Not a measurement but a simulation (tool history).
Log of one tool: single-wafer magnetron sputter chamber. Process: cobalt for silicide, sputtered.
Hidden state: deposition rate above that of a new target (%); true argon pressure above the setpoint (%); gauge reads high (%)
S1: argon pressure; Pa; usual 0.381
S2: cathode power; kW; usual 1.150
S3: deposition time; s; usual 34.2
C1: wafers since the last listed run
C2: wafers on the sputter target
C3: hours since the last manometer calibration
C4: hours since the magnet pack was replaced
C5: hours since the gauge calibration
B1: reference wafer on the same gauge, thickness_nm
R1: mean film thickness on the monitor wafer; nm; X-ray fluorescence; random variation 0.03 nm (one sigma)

run,day,S1,S2,S3,C1,C2,C3,C4,C5,B1,R1
1,0.000,0.447,1.150,34.2,0,1282,1692.5,10330.3,367.9,15.798,18.635
2,1.004,0.447,1.150,34.2,585,1868,1716.6,10354.4,392.0,15.803,18.656
3,2.196,0.447,1.150,34.2,695,2563,1745.2,10383.0,420.6,15.798,18.582
4,5.746,0.381,1.150,34.2,2070,4633,1830.4,10468.2,505.8,15.793,18.781
# day 7.121: sputter target and shields replaced
5,7.142,0.381,1.150,34.2,619,11,1863.9,10501.7,539.3,15.797,19.116
6,7.471,0.381,1.150,34.2,191,203,1871.8,10509.6,547.2,15.801,19.086
7,8.092,0.381,1.150,34.2,362,566,1886.7,10524.5,562.1,15.795,19.058
8,9.283,0.381,1.250,30.8,695,1261,1915.3,10553.1,590.7,15.807,18.734
9,9.825,0.443,1.150,34.2,315,1577,1928.3,10566.1,603.7,15.803,18.690
10,10.496,0.443,1.150,34.2,391,1968,1944.4,10582.2,619.8,15.804,18.668
11,11.446,0.381,1.150,37.9,554,2522,1967.2,10605.0,642.6,15.805,21.112
12,12.512,0.269,1.150,34.2,622,3144,1992.8,10630.6,668.2,15.805,19.654
13,13.779,0.269,1.150,34.2,738,3883,2023.2,10661.0,698.6,15.805,19.591
14,14.654,0.269,1.150,34.2,510,4393,2044.2,10682.0,719.6,15.799,19.552
# day 15.079: magnet pack replaced
15,15.567,0.488,1.000,31.0,337,4731,2066.1,11.7,741.5,15.797,14.365
# day 16.354: sputter target and shields replaced
16,16.675,0.381,1.150,34.2,452,187,2092.7,38.3,768.1,15.801,19.175
17,17.829,0.381,1.150,34.2,673,860,2120.4,66.0,795.8,15.806,19.115
18,19.308,0.283,1.150,34.2,862,1723,2155.9,101.5,831.3,15.800,19.675
19,20.404,0.381,1.150,34.2,639,2362,2182.2,127.8,857.6,15.799,19.093
20,20.917,0.443,1.150,34.2,298,2661,2194.5,140.1,869.9,15.800,18.742
# day 20.942: gauge calibrated
21,21.425,0.381,1.300,27.7,296,2957,2206.7,152.3,11.6,15.794,17.475
22,22.188,0.300,1.100,39.8,444,3402,2225.0,170.6,29.9,15.804,21.763
23,22.879,0.312,1.150,30.1,403,3805,2241.6,187.2,46.5,15.801,17.081
24,24.304,0.430,1.000,40.8,831,4637,2275.8,221.4,80.7,15.797,19.334
# day 25.096: capacitance manometer re-zeroed and calibrated
25,25.262,0.327,1.400,39.9,364,5001,4.0,244.4,103.7,15.799,26.821
# day 25.712: sputter target and shields replaced
26,25.912,0.381,1.400,40.8,184,115,19.6,260.0,119.3,15.804,27.362
27,27.192,0.273,1.300,34.2,746,862,50.3,290.7,150.0,15.799,22.057
28,27.892,0.490,1.150,34.2,408,1270,67.1,307.5,166.8,15.797,18.113
29,28.433,0.381,1.150,41.0,315,1586,80.1,320.5,179.8,15.806,22.502
30,29.488,0.490,1.150,34.2,614,2201,105.4,345.8,205.1,15.796,18.083
31,30.842,0.287,1.150,34.2,789,2990,137.9,378.3,237.6,15.808,19.384
32,31.800,0.443,1.150,34.2,558,3549,160.9,401.3,260.6,15.800,18.285
33,32.375,0.430,1.000,40.8,335,3885,174.7,415.1,274.4,15.800,19.071
# day 33.338: sputter target and shields replaced
34,33.621,0.510,1.250,36.7,532,165,204.6,445.0,304.3,15.802,21.072
35,34.667,0.278,1.250,30.7,610,775,229.7,470.1,329.4,15.809,19.104

4 ways to go on from here, each from the tool as it stands after run 35. What would each give?
A,34.683,0.381,1.150,30.9,9,785,230.1,470.5,329.8,?,?
B,34.683,0.381,0.900,34.2,9,785,230.1,470.5,329.8,?,?
C,34.683,0.381,1.150,27.6,9,785,230.1,470.5,329.8,?,?
D,34.683,0.243,1.350,34.2,9,785,230.1,470.5,329.8,?,?

run,B1,R1
A,15.802,17.038
B,15.802,14.758
C,15.802,15.219
D,15.802,23.247
Without the tool's hidden state the same runs would have given:
run,R1
A,17.051
B,14.770
C,15.230
D,23.271

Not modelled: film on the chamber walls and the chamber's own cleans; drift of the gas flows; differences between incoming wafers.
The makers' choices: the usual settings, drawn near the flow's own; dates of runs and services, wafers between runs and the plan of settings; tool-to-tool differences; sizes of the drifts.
